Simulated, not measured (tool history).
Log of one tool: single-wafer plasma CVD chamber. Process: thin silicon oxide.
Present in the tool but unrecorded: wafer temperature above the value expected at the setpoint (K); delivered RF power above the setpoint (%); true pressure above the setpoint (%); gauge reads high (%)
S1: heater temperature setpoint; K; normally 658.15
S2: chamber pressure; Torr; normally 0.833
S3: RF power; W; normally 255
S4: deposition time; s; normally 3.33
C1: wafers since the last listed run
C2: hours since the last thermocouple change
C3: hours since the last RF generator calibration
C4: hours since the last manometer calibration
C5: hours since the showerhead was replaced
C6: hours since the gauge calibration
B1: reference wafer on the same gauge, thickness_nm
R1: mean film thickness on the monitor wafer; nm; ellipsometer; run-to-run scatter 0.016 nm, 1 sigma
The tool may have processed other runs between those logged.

run,day,S1,S2,S3,S4,C1,C2,C3,C4,C5,C6,B1,R1
1,0,658.15,0.833,285,3.33,0,1625.1,930.9,1421.8,7515,137.4,4.672,5.44
2,0.738,658.15,0.833,255,3.33,974,1642.8,948.6,1439.5,7532.7,155.1,4.668,5.118
3,1.338,658.15,0.833,255,3.33,792,1657.2,963,1453.9,7547.1,169.5,4.672,5.152
4,1.658,658.15,0.833,255,3.33,424,1664.9,970.7,1461.6,7554.8,177.2,4.668,5.14
5,2.038,658.15,0.833,255,3.33,501,1674,979.8,1470.7,7563.9,186.3,4.669,5.151
6,3.338,658.15,0.833,255,3.33,1718,1705.2,1011,1501.9,7595.1,217.5,4.673,5.174
7,3.812,658.15,0.833,255,3.33,627,1716.6,1022.4,1513.3,7606.5,228.9,4.669,5.146
8,4.112,658.15,0.833,255,3.33,396,1723.8,1029.6,1520.5,7613.7,236.1,4.669,5.156
9,4.496,658.15,0.833,255,3.33,506,1733,1038.8,1529.7,7622.9,245.3,4.674,5.13
# day 6.2: thermocouple changed; heater temperature recalibrated
10,6.279,658.15,0.833,255,3.33,1916,1.9,1081.6,1572.5,7665.7,288.1,4.671,5.163
11,7.9,658.15,0.833,255,3.33,2142,40.8,1120.5,1611.4,7704.6,327,4.671,5.147
12,8.646,658.15,0.833,255,3.33,985,58.7,1138.4,1629.3,7722.5,344.9,4.671,5.133
13,8.921,658.15,0.833,255,3.33,363,65.3,1145,1635.9,7729.1,351.5,4.67,5.147
14,9.225,658.15,0.911,255,3.33,401,72.6,1152.3,1643.2,7736.4,358.8,4.671,5.37
15,9.942,658.15,0.833,255,3.33,947,89.8,1169.5,1660.4,7753.6,376,4.671,5.144
16,10.383,658.15,0.833,255,3.33,583,100.4,1180.1,1671,7764.2,386.6,4.677,5.12
17,11.05,648.15,0.833,255,3.33,881,116.4,1196.1,1687,7780.2,402.6,4.673,5.191
# day 11.571: capacitance manometer re-zeroed and calibrated
# day 12.283: RF generator calibrated
# day 12.971: showerhead replaced
18,12.992,658.15,0.833,255,3.33,1244,163,17,34.1,0.5,449.2,4.667,5.348
19,13.133,665.15,0.833,255,3.07,187,166.4,20.4,37.5,3.9,452.6,4.667,4.909
# day 13.346: gauge calibrated
20,13.438,658.15,0.639,255,3.33,401,173.7,27.7,44.8,11.2,2.2,4.669,4.66
21,14.333,653.15,0.833,255,3.33,1183,195.2,49.2,66.3,32.7,23.7,4.671,5.322
22,14.85,658.15,0.833,255,3.85,682,207.6,61.6,78.7,45.1,36.1,4.669,6.199
23,15.192,658.15,0.833,255,3.33,451,215.8,69.8,86.9,53.3,44.3,4.675,5.342
24,15.483,658.15,0.833,255,3.33,385,222.8,76.8,93.9,60.3,51.3,4.669,5.312
25,15.817,658.15,0.965,255,3.06,440,230.8,84.8,101.9,68.3,59.3,4.666,5.274
26,16.104,658.15,0.833,220,3.33,379,237.7,91.7,108.8,75.2,66.2,4.67,4.941
27,16.367,658.15,0.778,255,3.72,346,244,98,115.1,81.5,72.5,4.67,5.71
28,16.671,654.15,0.641,255,3.15,401,251.3,105.3,122.4,88.8,79.8,4.675,4.393
29,17,658.15,0.833,255,3.33,435,259.2,113.2,130.3,96.7,87.7,4.67,5.305

Below are 4 alternative next runs, each starting from the tool's condition after run 29. Predict each:
A,17.017,658.15,0.833,300,3.33,22,259.6,113.6,130.7,97.1,88.1,?,?
B,17.017,647.15,0.833,255,3.33,22,259.6,113.6,130.7,97.1,88.1,?,?
C,17.017,664.15,1.036,270,2.94,22,259.6,113.6,130.7,97.1,88.1,?,?
D,17.017,658.15,0.946,255,3.33,22,259.6,113.6,130.7,97.1,88.1,?,?

run,B1,R1
A,4.663,5.715
B,4.663,5.326
C,4.663,5.334
D,4.663,5.627
Without the tool's unlogged condition, the same runs would have read:
run,R1
A,5.784
B,5.397
C,5.402
D,5.701
